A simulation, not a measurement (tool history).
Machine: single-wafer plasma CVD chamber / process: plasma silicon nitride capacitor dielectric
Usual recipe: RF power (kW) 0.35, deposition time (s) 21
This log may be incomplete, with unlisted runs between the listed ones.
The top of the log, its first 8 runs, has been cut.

| run | hour | RF power (kW) | deposition time (s) | read-back reference wafer on the same gauge, thickness_nm | mean film thickness on the monitor wafer (angstrom) |
|---|---|---|---|---|---|
| 9 | 126.7 | 0.35 | 21 | 26.299 | 268.92 |
| 10 | 144.6 | 0.35 | 21 | 26.305 | 267.8 |
| 11 | 159.2 | 0.375 | 21 | 26.299 | 274.24 |
| 12 | 170 | 0.375 | 21 | 26.298 | 274.3 |
|  | 182.9 | RF generator calibrated |
| 13 | 183.4 | 0.35 | 24.1 | 26.288 | 315.64 |
| 14 | 189 | 0.35 | 24.1 | 26.312 | 315.25 |
| 15 | 233.8 | 0.35 | 23.1 | 26.308 | 301.83 |
| 16 | 248.7 | 0.35 | 21 | 26.291 | 275.33 |
| 17 | 262.2 | 0.35 | 18.4 | 26.299 | 241.14 |
| 18 | 277.3 | 0.35 | 17.6 | 26.29 | 230.43 |
|  | 295.8 | showerhead replaced |
| 19 | 296.3 | 0.35 | 21 | 26.299 | 274.01 |
| 20 | 302.9 | 0.305 | 18.7 | 26.297 | 232.92 |
| 21 | 312.2 | 0.31 | 17.5 | 26.306 | 219.61 |
| 22 | 322.8 | 0.385 | 25.2 | 26.302 | 339.46 |
|  | 332.8 | gauge calibrated |
| 23 | 340.7 | 0.39 | 19.1 | 26.302 | 258.83 |
| 24 | 354.4 | 0.315 | 17.2 | 26.302 | 216.81 |
| 25 | 363.2 | 0.375 | 19 | 26.305 | 253.99 |
| 26 | 376 | 0.32 | 25.2 | 26.303 | 319.2 |
| 27 | 390.1 | 0.385 | 18.1 | 26.305 | 243.28 |
| 28 | 405.3 | 0.35 | 21 | 26.304 | 273.18 |
| 29 | 435.9 | 0.37 | 21 | 26.303 | 277.96 |
| 30 | 446.3 | 0.31 | 22.1 | 26.298 | 276.08 |

3 options for the next run, each taken on its own from the tool as it stands now. Forecast them:
| A | 446.7 | 0.35 | 21 | ? | ? |
| B | 446.7 | 0.385 | 23.4 | ? | ? |
| C | 446.7 | 0.35 | 23.5 | ? | ? |

| run | read-back reference wafer on the same gauge, thickness_nm | mean film thickness on the monitor wafer (angstrom) |
|---|---|---|
| A | 26.307 | 273.4 |
| B | 26.307 | 314.17 |
| C | 26.307 | 305.94 |
What these runs would have given with no unlogged condition in the tool:
| run | mean film thickness on the monitor wafer (angstrom) |
|---|---|
| A | 276.68 |
| B | 317.95 |
| C | 309.62 |
